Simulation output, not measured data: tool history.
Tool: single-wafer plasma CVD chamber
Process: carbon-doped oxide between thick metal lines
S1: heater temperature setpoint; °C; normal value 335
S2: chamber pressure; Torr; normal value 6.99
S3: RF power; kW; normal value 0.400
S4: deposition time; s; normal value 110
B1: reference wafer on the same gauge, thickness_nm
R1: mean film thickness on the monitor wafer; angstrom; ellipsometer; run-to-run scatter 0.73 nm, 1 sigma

{"run": 1, "hour": 0.0, "S1": 335, "S2": 6.99, "S3": 0.4, "S4": 110, "B1": 581.998, "R1": 4672.86}
{"run": 2, "hour": 7.8, "S1": 335, "S2": 6.99, "S3": 0.4, "S4": 110, "B1": 582.154, "R1": 4687.86}
{"run": 3, "hour": 17.9, "S1": 335, "S2": 6.99, "S3": 0.4, "S4": 110, "B1": 582.114, "R1": 4688.47}
{"run": 4, "hour": 34.6, "S1": 335, "S2": 6.99, "S3": 0.4, "S4": 110, "B1": 581.844, "R1": 4667.58}
{"run": 5, "hour": 51.3, "S1": 335, "S2": 6.99, "S3": 0.4, "S4": 110, "B1": 582.185, "R1": 4689.41}
{"hour": 98.8, "done": "RF generator calibrated"}
{"run": 6, "hour": 99.3, "S1": 335, "S2": 6.99, "S3": 0.4, "S4": 110, "B1": 581.892, "R1": 4865.41}
{"run": 7, "hour": 107.1, "S1": 335, "S2": 6.99, "S3": 0.4, "S4": 110, "B1": 582.461, "R1": 4865.71}
{"run": 8, "hour": 122.8, "S1": 343, "S2": 6.99, "S3": 0.4, "S4": 88, "B1": 582.174, "R1": 3806.02}
{"run": 9, "hour": 137.1, "S1": 335, "S2": 6.34, "S3": 0.4, "S4": 97, "B1": 582.107, "R1": 4259.81}
{"run": 10, "hour": 144.0, "S1": 330, "S2": 6.99, "S3": 0.4, "S4": 110, "B1": 582.258, "R1": 4953.31}
{"run": 11, "hour": 167.2, "S1": 335, "S2": 8.26, "S3": 0.4, "S4": 96, "B1": 581.908, "R1": 4286.81}
{"run": 12, "hour": 179.3, "S1": 335, "S2": 6.99, "S3": 0.4, "S4": 110, "B1": 582.292, "R1": 4857.63}
{"run": 13, "hour": 185.3, "S1": 342, "S2": 6.99, "S3": 0.4, "S4": 100, "B1": 582.193, "R1": 4314.63}
{"hour": 194.7, "done": "gauge calibrated"}
{"hour": 201.8, "done": "showerhead replaced"}
{"run": 14, "hour": 202.3, "S1": 335, "S2": 5.34, "S3": 0.35, "S4": 110, "B1": 582.003, "R1": 4462.67}
{"run": 15, "hour": 206.4, "S1": 335, "S2": 7.83, "S3": 0.345, "S4": 110, "B1": 581.789, "R1": 4556.28}
{"run": 16, "hour": 216.8, "S1": 335, "S2": 6.99, "S3": 0.4, "S4": 110, "B1": 581.652, "R1": 4846.86}
{"run": 17, "hour": 223.5, "S1": 335, "S2": 6.99, "S3": 0.35, "S4": 110, "B1": 581.751, "R1": 4550.3}
{"run": 18, "hour": 229.9, "S1": 346, "S2": 6.99, "S3": 0.455, "S4": 127, "B1": 581.911, "R1": 5740.59}
{"run": 19, "hour": 238.1, "S1": 335, "S2": 6.99, "S3": 0.4, "S4": 110, "B1": 581.716, "R1": 4836.99}
{"run": 20, "hour": 251.5, "S1": 345, "S2": 8.72, "S3": 0.445, "S4": 110, "B1": 582.175, "R1": 5005.8}
{"run": 21, "hour": 269.2, "S1": 329, "S2": 6.99, "S3": 0.42, "S4": 110, "B1": 582.016, "R1": 5069.55}
{"run": 22, "hour": 284.6, "S1": 335, "S2": 6.99, "S3": 0.4, "S4": 110, "B1": 581.629, "R1": 4841.69}
{"run": 23, "hour": 301.8, "S1": 345, "S2": 8.72, "S3": 0.445, "S4": 110, "B1": 582.0, "R1": 4998.47}
{"run": 24, "hour": 318.2, "S1": 342, "S2": 6.99, "S3": 0.4, "S4": 100, "B1": 582.189, "R1": 4301.55}
{"run": 25, "hour": 324.8, "S1": 326, "S2": 6.99, "S3": 0.4, "S4": 102, "B1": 582.08, "R1": 4637.82}
{"run": 26, "hour": 365.9, "S1": 335, "S2": 7.84, "S3": 0.47, "S4": 110, "B1": 581.763, "R1": 5254.55}
{"run": 27, "hour": 378.5, "S1": 331, "S2": 6.99, "S3": 0.355, "S4": 110, "B1": 581.923, "R1": 4627.92}
{"run": 28, "hour": 389.6, "S1": 335, "S2": 6.99, "S3": 0.4, "S4": 110, "B1": 582.143, "R1": 4826.99}
{"run": 29, "hour": 407.3, "S1": 335, "S2": 6.99, "S3": 0.35, "S4": 110, "B1": 581.893, "R1": 4540.45}
{"run": 30, "hour": 417.7, "S1": 322, "S2": 8.68, "S3": 0.475, "S4": 116, "B1": 581.621, "R1": 5860.72}

Same runs, no hidden state in the tool, same run-to-run variation:
Hidden state at play: wafer temperature above the value expected at the setpoint (K); delivered RF power above the setpoint (%); true pressure above the setpoint (%); gauge reads high (%).
run=1 R1=4884.37
run=2 R1=4901.13
run=3 R1=4903.15
run=4 R1=4883.60
run=5 R1=4908.73
run=6 R1=4889.32
run=7 R1=4890.62
run=8 R1=3827.20
run=9 R1=4285.00
run=10 R1=4983.46
run=11 R1=4315.58
run=12 R1=4891.78
run=13 R1=4345.55
run=14 R1=4498.18
run=15 R1=4593.05
run=16 R1=4885.76
run=17 R1=4589.15
run=18 R1=5788.25
run=19 R1=4878.54
run=20 R1=5050.14
run=21 R1=5117.81
run=22 R1=4889.27
run=23 R1=5049.20
run=24 R1=4347.09
run=25 R1=4689.15
run=26 R1=5317.58
run=27 R1=4687.24
run=28 R1=4887.94
run=29 R1=4602.10
run=30 R1=5940.92
